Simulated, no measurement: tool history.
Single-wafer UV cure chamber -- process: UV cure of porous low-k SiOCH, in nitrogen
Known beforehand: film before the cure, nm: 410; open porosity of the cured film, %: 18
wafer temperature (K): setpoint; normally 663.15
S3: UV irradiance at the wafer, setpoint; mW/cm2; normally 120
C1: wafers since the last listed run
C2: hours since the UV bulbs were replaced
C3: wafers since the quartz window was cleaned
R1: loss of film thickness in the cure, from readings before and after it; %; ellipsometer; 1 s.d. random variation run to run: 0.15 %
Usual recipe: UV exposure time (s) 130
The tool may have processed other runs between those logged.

run 1 day=0 | wafer_temperature_(K)=649.15 UV_exposure_time_(s)=130 S3=98 | C1=0 C2=1015.6 C3=2117 | R1=8.189
run 2 day=2.779 | wafer_temperature_(K)=649.15 UV_exposure_time_(s)=130 S3=98 | C1=597 C2=1082.3 C3=2715 | R1=8.066
run 3 day=6.338 | wafer_temperature_(K)=675.15 UV_exposure_time_(s)=130 S3=120 | C1=764 C2=1167.7 C3=3480 | R1=9.377
run 4 day=10.238 | wafer_temperature_(K)=675.15 UV_exposure_time_(s)=130 S3=120 | C1=838 C2=1261.3 C3=4318 | R1=9.622
-- day=11.579 quartz window cleaned
run 5 day=14.304 | wafer_temperature_(K)=675.15 UV_exposure_time_(s)=130 S3=120 | C1=802 C2=1358.9 C3=585 | R1=9.544
run 6 day=16.417 | wafer_temperature_(K)=663.15 UV_exposure_time_(s)=185 S3=120 | C1=454 C2=1409.6 C3=1039 | R1=10.779
-- day=18.525 UV bulbs replaced
run 7 day=20.275 | wafer_temperature_(K)=663.15 UV_exposure_time_(s)=185 S3=120 | C1=757 C2=42 C3=1797 | R1=10.9
run 8 day=22.571 | wafer_temperature_(K)=663.15 UV_exposure_time_(s)=185 S3=120 | C1=493 C2=97.1 C3=2290 | R1=10.588
run 9 day=25.6 | wafer_temperature_(K)=669.15 UV_exposure_time_(s)=100 S3=120 | C1=651 C2=169.8 C3=2941 | R1=8.569
run 10 day=30.092 | wafer_temperature_(K)=669.15 UV_exposure_time_(s)=100 S3=120 | C1=965 C2=277.6 C3=3907 | R1=8.17
run 11 day=32.233 | wafer_temperature_(K)=669.15 UV_exposure_time_(s)=100 S3=120 | C1=460 C2=329 C3=4367 | R1=8.295
-- day=32.917 quartz window cleaned
run 12 day=33.95 | wafer_temperature_(K)=655.15 UV_exposure_time_(s)=130 S3=120 | C1=297 C2=370.2 C3=222 | R1=9.205
run 13 day=36.125 | wafer_temperature_(K)=655.15 UV_exposure_time_(s)=130 S3=120 | C1=467 C2=422.4 C3=689 | R1=8.947
run 14 day=39.088 | wafer_temperature_(K)=655.15 UV_exposure_time_(s)=130 S3=120 | C1=636 C2=493.5 C3=1326 | R1=9.294
run 15 day=43.429 | wafer_temperature_(K)=663.15 UV_exposure_time_(s)=130 S3=120 | C1=933 C2=597.7 C3=2259 | R1=9.063
run 16 day=46.567 | wafer_temperature_(K)=663.15 UV_exposure_time_(s)=130 S3=120 | C1=674 C2=673 C3=2934 | R1=9.489
run 17 day=50.129 | wafer_temperature_(K)=663.15 UV_exposure_time_(s)=130 S3=120 | C1=765 C2=758.5 C3=3700 | R1=9.369
-- day=51.829 quartz window cleaned
run 18 day=52.867 | wafer_temperature_(K)=663.15 UV_exposure_time_(s)=175 S3=120 | C1=516 C2=824.2 C3=222 | R1=10.621
run 19 day=55.383 | wafer_temperature_(K)=663.15 UV_exposure_time_(s)=80 S3=99 | C1=540 C2=884.6 C3=763 | R1=6.707
run 20 day=59.321 | wafer_temperature_(K)=679.15 UV_exposure_time_(s)=130 S3=120 | C1=846 C2=979.1 C3=1609 | R1=9.913
run 21 day=63.588 | wafer_temperature_(K)=663.15 UV_exposure_time_(s)=185 S3=120 | C1=917 C2=1081.5 C3=2527 | R1=10.799
run 22 day=65.429 | wafer_temperature_(K)=663.15 UV_exposure_time_(s)=130 S3=120 | C1=395 C2=1125.7 C3=2922 | R1=9.3
run 23 day=69.567 | wafer_temperature_(K)=663.15 UV_exposure_time_(s)=130 S3=120 | C1=889 C2=1225 C3=3812 | R1=9.396
-- day=69.95 quartz window cleaned
run 24 day=71.638 | wafer_temperature_(K)=648.15 UV_exposure_time_(s)=130 S3=151 | C1=373 C2=1274.7 C3=362 | R1=10.043

Run 25 comes next. What will it give?
run 25 day=74.829 | wafer_temperature_(K)=646.15 UV_exposure_time_(s)=160 S3=120 | C1=686 C2=1351.3 C3=1048 | R1=?

R1: 9.761 %
With no hidden state in the tool, this same run would have given R1 9.761 %.
